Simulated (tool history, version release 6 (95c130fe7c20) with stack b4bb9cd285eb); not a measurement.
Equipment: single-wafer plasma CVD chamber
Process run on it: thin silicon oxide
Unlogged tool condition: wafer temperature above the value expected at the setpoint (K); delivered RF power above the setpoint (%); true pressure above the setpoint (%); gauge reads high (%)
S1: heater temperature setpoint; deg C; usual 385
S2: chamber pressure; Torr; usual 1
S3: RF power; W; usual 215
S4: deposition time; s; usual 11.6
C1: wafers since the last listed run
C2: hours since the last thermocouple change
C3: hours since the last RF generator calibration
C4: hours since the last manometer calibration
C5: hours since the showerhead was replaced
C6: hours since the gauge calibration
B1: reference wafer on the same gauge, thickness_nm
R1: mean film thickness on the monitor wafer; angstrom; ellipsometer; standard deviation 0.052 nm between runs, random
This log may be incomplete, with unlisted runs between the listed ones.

| run | day | S1 | S2 | S3 | S4 | C1 | C2 | C3 | C4 | C5 | C6 | B1 | R1 |
|---|---|---|---|---|---|---|---|---|---|---|---|---|---|
| 1 | 0 | 385 | 1 | 215 | 11.6 | 0 | 72.8 | 700.6 | 55.5 | 5600.1 | 800 | 27.095 | 228.72 |
| 2 | 0.612 | 385 | 1 | 215 | 11.6 | 401 | 87.5 | 715.3 | 70.2 | 5614.8 | 814.7 | 27.102 | 227.09 |
| 3 | 1.512 | 385 | 1 | 215 | 11.6 | 589 | 109.1 | 736.9 | 91.8 | 5636.4 | 836.3 | 27.106 | 228.22 |
| 4 | 2.15 | 385 | 1 | 195 | 11.6 | 417 | 124.4 | 752.2 | 107.1 | 5651.7 | 851.6 | 27.098 | 220.35 |
| 5 | 3.008 | 385 | 1 | 195 | 11.6 | 561 | 145 | 772.8 | 127.7 | 5672.3 | 872.2 | 27.087 | 220.26 |
| 6 | 3.967 | 385 | 1 | 255 | 11.6 | 627 | 168 | 795.8 | 150.7 | 5695.3 | 895.2 | 27.094 | 241.55 |
| 7 | 5.475 | 385 | 1 | 200 | 10 | 987 | 204.2 | 832 | 186.9 | 5731.5 | 931.4 | 27.097 | 191.43 |
|  | 6.138 | RF generator calibrated |
|  | 6.546 | showerhead replaced |
| 8 | 6.738 | 395 | 1.24 | 200 | 10.4 | 390 | 234.5 | 14.4 | 217.2 | 4.6 | 961.7 | 27.107 | 239.91 |
| 9 | 7.871 | 385 | 1.22 | 215 | 10.7 | 742 | 261.7 | 41.6 | 244.4 | 31.8 | 988.9 | 27.089 | 251.4 |
| 10 | 8.858 | 385 | 1 | 215 | 11.6 | 646 | 285.4 | 65.3 | 268.1 | 55.5 | 1012.6 | 27.098 | 233.91 |
| 11 | 10.242 | 390 | 1 | 215 | 11.6 | 905 | 318.6 | 98.5 | 301.3 | 88.7 | 1045.8 | 27.105 | 232.07 |
| 12 | 13.696 | 385 | 0.9 | 230 | 11.6 | 2261 | 401.5 | 181.4 | 384.2 | 171.6 | 1128.7 | 27.108 | 208.91 |
| 13 | 14.592 | 385 | 1 | 215 | 10.9 | 586 | 423 | 202.9 | 405.7 | 193.1 | 1150.2 | 27.094 | 217.36 |
| 14 | 15.55 | 385 | 1.22 | 215 | 11.6 | 627 | 446 | 225.9 | 428.7 | 216.1 | 1173.2 | 27.108 | 270.01 |
|  | 16.025 | gauge calibrated |
| 15 | 16.6 | 385 | 1 | 175 | 11.6 | 687 | 471.2 | 251.1 | 453.9 | 241.3 | 13.8 | 27.1 | 214.43 |
| 16 | 17.533 | 385 | 1 | 245 | 11.6 | 611 | 493.6 | 273.5 | 476.3 | 263.7 | 36.2 | 27.099 | 240.58 |
| 17 | 18.167 | 385 | 1 | 215 | 11.6 | 414 | 508.8 | 288.7 | 491.5 | 278.9 | 51.4 | 27.106 | 230.41 |
| 18 | 19.479 | 392 | 1 | 215 | 11.6 | 859 | 540.3 | 320.2 | 523 | 310.4 | 82.9 | 27.094 | 228.22 |
| 19 | 20.833 | 385 | 1 | 215 | 11.6 | 886 | 572.8 | 352.7 | 555.5 | 342.9 | 115.4 | 27.097 | 229.74 |
| 20 | 22.104 | 385 | 1 | 200 | 10 | 832 | 603.3 | 383.2 | 586 | 373.4 | 145.9 | 27.103 | 193.07 |
| 21 | 23.371 | 389 | 1 | 215 | 11.6 | 829 | 633.7 | 413.6 | 616.4 | 403.8 | 176.3 | 27.091 | 228.99 |
| 22 | 24.525 | 380 | 1.12 | 190 | 10.7 | 755 | 661.4 | 441.3 | 644.1 | 431.5 | 204 | 27.101 | 225.44 |
| 23 | 25.096 | 378 | 0.76 | 205 | 10.5 | 373 | 675.1 | 455 | 657.8 | 445.2 | 217.7 | 27.085 | 139.38 |
| 24 | 25.675 | 389 | 0.8 | 195 | 10.9 | 379 | 689 | 468.9 | 671.7 | 459.1 | 231.6 | 27.106 | 154.18 |
| 25 | 26.721 | 385 | 1 | 215 | 11.6 | 684 | 714.1 | 494 | 696.8 | 484.2 | 256.7 | 27.097 | 228.67 |
| 26 | 30.008 | 374 | 1 | 215 | 11.6 | 2152 | 793 | 572.9 | 775.7 | 563.1 | 335.6 | 27.098 | 229.18 |
| 27 | 30.638 | 385 | 0.77 | 215 | 11.6 | 411 | 808.1 | 588 | 790.8 | 578.2 | 350.7 | 27.092 | 159.13 |
| 28 | 31.617 | 371 | 0.86 | 180 | 9.8 | 641 | 831.6 | 611.5 | 814.3 | 601.7 | 374.2 | 27.113 | 152.14 |
| 29 | 32.692 | 385 | 1.19 | 215 | 9.7 | 703 | 857.4 | 637.3 | 840.1 | 627.5 | 400 | 27.11 | 220.69 |

Consider 4 possible next runs. They are alternatives, not a sequence: every one starts from the tool as it was left by run 29. What does each give?
| A | 32.708 | 385 | 1 | 215 | 10.4 | 10 | 857.8 | 637.7 | 840.5 | 627.9 | 400.4 | ? | ? |
| B | 32.708 | 385 | 0.86 | 255 | 10.1 | 10 | 857.8 | 637.7 | 840.5 | 627.9 | 400.4 | ? | ? |
| C | 32.708 | 385 | 1 | 200 | 11.6 | 10 | 857.8 | 637.7 | 840.5 | 627.9 | 400.4 | ? | ? |
| D | 32.708 | 380 | 1.11 | 215 | 10 | 10 | 857.8 | 637.7 | 840.5 | 627.9 | 400.4 | ? | ? |

| run | B1 | R1 |
|---|---|---|
| A | 27.111 | 204.82 |
| B | 27.111 | 175.22 |
| C | 27.111 | 222.59 |
| D | 27.111 | 217.83 |
Without the tool's hidden state the same runs would have given:
| run | R1 |
|---|---|
| A | 210.97 |
| B | 180.2 |
| C | 229.42 |
| D | 224.37 |

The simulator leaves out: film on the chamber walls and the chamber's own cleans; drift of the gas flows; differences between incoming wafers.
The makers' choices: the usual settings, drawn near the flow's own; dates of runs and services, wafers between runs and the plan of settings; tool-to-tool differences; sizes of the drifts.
